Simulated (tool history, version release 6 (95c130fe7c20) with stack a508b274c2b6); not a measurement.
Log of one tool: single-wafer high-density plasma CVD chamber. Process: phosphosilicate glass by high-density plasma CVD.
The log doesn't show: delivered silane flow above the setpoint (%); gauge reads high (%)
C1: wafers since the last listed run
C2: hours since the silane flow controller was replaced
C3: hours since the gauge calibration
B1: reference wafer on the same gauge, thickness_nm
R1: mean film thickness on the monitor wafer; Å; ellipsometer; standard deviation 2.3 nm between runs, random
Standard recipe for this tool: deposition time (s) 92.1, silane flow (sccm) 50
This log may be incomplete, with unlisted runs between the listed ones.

{"run": 1, "day": 0.0, "deposition time (s)": 92.1, "silane flow (sccm)": 47, "C1": 0, "C2": 1442.6, "C3": 291.5, "B1": 370.724, "R1": 4231.07}
{"run": 2, "day": 1.421, "deposition time (s)": 92.1, "silane flow (sccm)": 50, "C1": 408, "C2": 1476.7, "C3": 325.6, "B1": 370.772, "R1": 4413.78}
{"run": 3, "day": 3.717, "deposition time (s)": 92.1, "silane flow (sccm)": 50, "C1": 659, "C2": 1531.8, "C3": 380.7, "B1": 371.038, "R1": 4380.68}
{"run": 4, "day": 5.842, "deposition time (s)": 92.1, "silane flow (sccm)": 50, "C1": 610, "C2": 1582.8, "C3": 431.7, "B1": 370.883, "R1": 4380.43}
{"run": 5, "day": 7.525, "deposition time (s)": 92.1, "silane flow (sccm)": 50, "C1": 483, "C2": 1623.2, "C3": 472.1, "B1": 370.888, "R1": 4402.79}
{"run": 6, "day": 10.229, "deposition time (s)": 92.1, "silane flow (sccm)": 50, "C1": 776, "C2": 1688.1, "C3": 537, "B1": 371.295, "R1": 4387.69}
{"run": 7, "day": 12.75, "deposition time (s)": 92.1, "silane flow (sccm)": 50, "C1": 724, "C2": 1748.6, "C3": 597.5, "B1": 370.937, "R1": 4363.12}
{"run": 8, "day": 14.138, "deposition time (s)": 92.1, "silane flow (sccm)": 56, "C1": 398, "C2": 1781.9, "C3": 630.8, "B1": 370.873, "R1": 4627.23}
{"run": 9, "day": 16.117, "deposition time (s)": 92.1, "silane flow (sccm)": 56, "C1": 568, "C2": 1829.4, "C3": 678.3, "B1": 371.33, "R1": 4671.61}
{"run": 10, "day": 19.088, "deposition time (s)": 92.1, "silane flow (sccm)": 56, "C1": 853, "C2": 1900.7, "C3": 749.6, "B1": 371.555, "R1": 4662.98}
{"run": 11, "day": 20.088, "deposition time (s)": 107.7, "silane flow (sccm)": 54, "C1": 287, "C2": 1924.7, "C3": 773.6, "B1": 369.997, "R1": 5347.41}
{"run": 12, "day": 21.6, "deposition time (s)": 92.1, "silane flow (sccm)": 50, "C1": 434, "C2": 1961, "C3": 809.9, "B1": 372.071, "R1": 4374.59}
{"run": 13, "day": 22.625, "deposition time (s)": 76.7, "silane flow (sccm)": 55, "C1": 294, "C2": 1985.6, "C3": 834.5, "B1": 371.61, "R1": 3807.87}
{"run": 14, "day": 31.162, "deposition time (s)": 100.3, "silane flow (sccm)": 50, "C1": 2452, "C2": 2190.5, "C3": 1039.4, "B1": 370.742, "R1": 4786.34}
{"day": 31.433, "done": "gauge calibrated"}
{"day": 31.762, "done": "silane flow controller replaced"}
{"run": 15, "day": 32.717, "deposition time (s)": 101, "silane flow (sccm)": 50, "C1": 350, "C2": 22.9, "C3": 30.8, "B1": 372.251, "R1": 4835.72}
{"run": 16, "day": 33.967, "deposition time (s)": 92.1, "silane flow (sccm)": 50, "C1": 359, "C2": 52.9, "C3": 60.8, "B1": 371.588, "R1": 4360.06}
{"run": 17, "day": 36.908, "deposition time (s)": 108.9, "silane flow (sccm)": 41, "C1": 844, "C2": 123.5, "C3": 131.4, "B1": 370.531, "R1": 4703.58}
{"run": 18, "day": 39.646, "deposition time (s)": 100.5, "silane flow (sccm)": 46, "C1": 786, "C2": 189.2, "C3": 197.1, "B1": 370.516, "R1": 4574.68}
{"run": 19, "day": 40.983, "deposition time (s)": 101.6, "silane flow (sccm)": 44, "C1": 384, "C2": 221.3, "C3": 229.2, "B1": 371.302, "R1": 4508.15}
{"run": 20, "day": 43.217, "deposition time (s)": 92.1, "silane flow (sccm)": 50, "C1": 641, "C2": 274.9, "C3": 282.8, "B1": 371.674, "R1": 4350.7}

Take each entry between the runs: how does the hidden state at the last listed run before it differ from the hidden state at the first listed run after it?
Logged between run 14 and run 15: gauge calibrated (day 31.433); silane flow controller replaced (day 31.762)
  both runs share identical hidden conditions

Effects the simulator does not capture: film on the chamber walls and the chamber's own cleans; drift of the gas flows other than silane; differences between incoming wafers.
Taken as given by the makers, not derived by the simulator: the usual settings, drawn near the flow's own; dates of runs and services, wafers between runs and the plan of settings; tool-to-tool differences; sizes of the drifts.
